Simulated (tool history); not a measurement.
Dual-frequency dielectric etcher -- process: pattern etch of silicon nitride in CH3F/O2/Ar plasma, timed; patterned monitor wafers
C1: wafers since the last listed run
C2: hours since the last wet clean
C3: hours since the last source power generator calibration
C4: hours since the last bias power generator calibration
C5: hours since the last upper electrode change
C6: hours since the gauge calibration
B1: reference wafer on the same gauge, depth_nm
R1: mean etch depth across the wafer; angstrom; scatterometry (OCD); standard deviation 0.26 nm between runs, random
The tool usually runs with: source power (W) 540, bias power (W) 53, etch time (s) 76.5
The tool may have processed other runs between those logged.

run 1 hour=0 | source_power_(W)=540 bias_power_(W)=53 etch_time_(s)=68 | C1=0 C2=222.5 C3=3780.3 C4=1878.5 C5=2905.7 C6=112.2 | B1=56.9 | R1=462
run 2 hour=31.3 | source_power_(W)=540 bias_power_(W)=53 etch_time_(s)=76.5 | C1=224 C2=253.8 C3=3811.6 C4=1909.8 C5=2937 C6=143.5 | B1=57 | R1=525
run 3 hour=59.9 | source_power_(W)=540 bias_power_(W)=53 etch_time_(s)=76.5 | C1=205 C2=282.4 C3=3840.2 C4=1938.4 C5=2965.6 C6=172.1 | B1=57 | R1=518
run 4 hour=82.6 | source_power_(W)=540 bias_power_(W)=53 etch_time_(s)=76.5 | C1=163 C2=305.1 C3=3862.9 C4=1961.1 C5=2988.3 C6=194.8 | B1=57 | R1=526
run 5 hour=99 | source_power_(W)=540 bias_power_(W)=53 etch_time_(s)=76.5 | C1=117 C2=321.5 C3=3879.3 C4=1977.5 C5=3004.7 C6=211.2 | B1=56.9 | R1=524
-- hour=118.3 gauge calibrated
run 6 hour=118.7 | source_power_(W)=540 bias_power_(W)=50 etch_time_(s)=76.5 | C1=141 C2=341.2 C3=3899 C4=1997.2 C5=3024.4 C6=0.4 | B1=57.1 | R1=520
-- hour=125.4 bias power generator calibrated
run 7 hour=138.3 | source_power_(W)=540 bias_power_(W)=50 etch_time_(s)=76.5 | C1=112 C2=360.8 C3=3918.6 C4=12.9 C5=3044 C6=20 | B1=56.9 | R1=519
run 8 hour=158.4 | source_power_(W)=540 bias_power_(W)=50 etch_time_(s)=76.5 | C1=144 C2=380.9 C3=3938.7 C4=33 C5=3064.1 C6=40.1 | B1=57 | R1=519
run 9 hour=189.8 | source_power_(W)=460 bias_power_(W)=53 etch_time_(s)=76.5 | C1=225 C2=412.3 C3=3970.1 C4=64.4 C5=3095.5 C6=71.5 | B1=56.7 | R1=514
-- hour=227.9 upper electrode replaced, of another model than before
run 10 hour=228.4 | source_power_(W)=540 bias_power_(W)=53 etch_time_(s)=92 | C1=104 C2=450.9 C3=4008.7 C4=103 C5=0.5 C6=110.1 | B1=57 | R1=638
run 11 hour=248.6 | source_power_(W)=540 bias_power_(W)=49 etch_time_(s)=76.5 | C1=145 C2=471.1 C3=4028.9 C4=123.2 C5=20.7 C6=130.3 | B1=56.9 | R1=511
-- hour=255.4 source power generator calibrated
-- hour=282.3 wet clean of the chamber
run 12 hour=282.8 | source_power_(W)=660 bias_power_(W)=65 etch_time_(s)=61 | C1=44 C2=0.5 C3=27.4 C4=157.4 C5=54.9 C6=164.5 | B1=56.7 | R1=451
run 13 hour=300.4 | source_power_(W)=540 bias_power_(W)=53 etch_time_(s)=56 | C1=126 C2=18.1 C3=45 C4=175 C5=72.5 C6=182.1 | B1=56.9 | R1=371
run 14 hour=333 | source_power_(W)=610 bias_power_(W)=49 etch_time_(s)=76.5 | C1=234 C2=50.7 C3=77.6 C4=207.6 C5=105.1 C6=214.7 | B1=56.9 | R1=497
-- hour=344.8 gauge calibrated
run 15 hour=356.4 | source_power_(W)=650 bias_power_(W)=53 etch_time_(s)=86.5 | C1=168 C2=74.1 C3=101 C4=231 C5=128.5 C6=11.6 | B1=56.8 | R1=590
run 16 hour=385.1 | source_power_(W)=540 bias_power_(W)=53 etch_time_(s)=76.5 | C1=206 C2=102.8 C3=129.7 C4=259.7 C5=157.2 C6=40.3 | B1=56.9 | R1=511

Here are 4 independent what-if runs from the current tool condition. What would each one return?
run A hour=385.5 | source_power_(W)=680 bias_power_(W)=53 etch_time_(s)=76.5 | C1=2 C2=103.2 C3=130.1 C4=260.1 C5=157.6 C6=40.7 | B1=? | R1=?
run B hour=385.5 | source_power_(W)=450 bias_power_(W)=46 etch_time_(s)=86.5 | C1=2 C2=103.2 C3=130.1 C4=260.1 C5=157.6 C6=40.7 | B1=? | R1=?
run C hour=385.5 | source_power_(W)=540 bias_power_(W)=53 etch_time_(s)=96 | C1=2 C2=103.2 C3=130.1 C4=260.1 C5=157.6 C6=40.7 | B1=? | R1=?
run D hour=385.5 | source_power_(W)=410 bias_power_(W)=58 etch_time_(s)=84.5 | C1=2 C2=103.2 C3=130.1 C4=260.1 C5=157.6 C6=40.7 | B1=? | R1=?

run=A B1=56.9 R1=520
run=B B1=56.9 R1=523
run=C B1=56.9 R1=633
run=D B1=56.9 R1=563
With the hidden condition removed and each run's random variation left untouched, the same runs would have given:
run=A R1=515
run=B R1=517
run=C R1=626
run=D R1=557

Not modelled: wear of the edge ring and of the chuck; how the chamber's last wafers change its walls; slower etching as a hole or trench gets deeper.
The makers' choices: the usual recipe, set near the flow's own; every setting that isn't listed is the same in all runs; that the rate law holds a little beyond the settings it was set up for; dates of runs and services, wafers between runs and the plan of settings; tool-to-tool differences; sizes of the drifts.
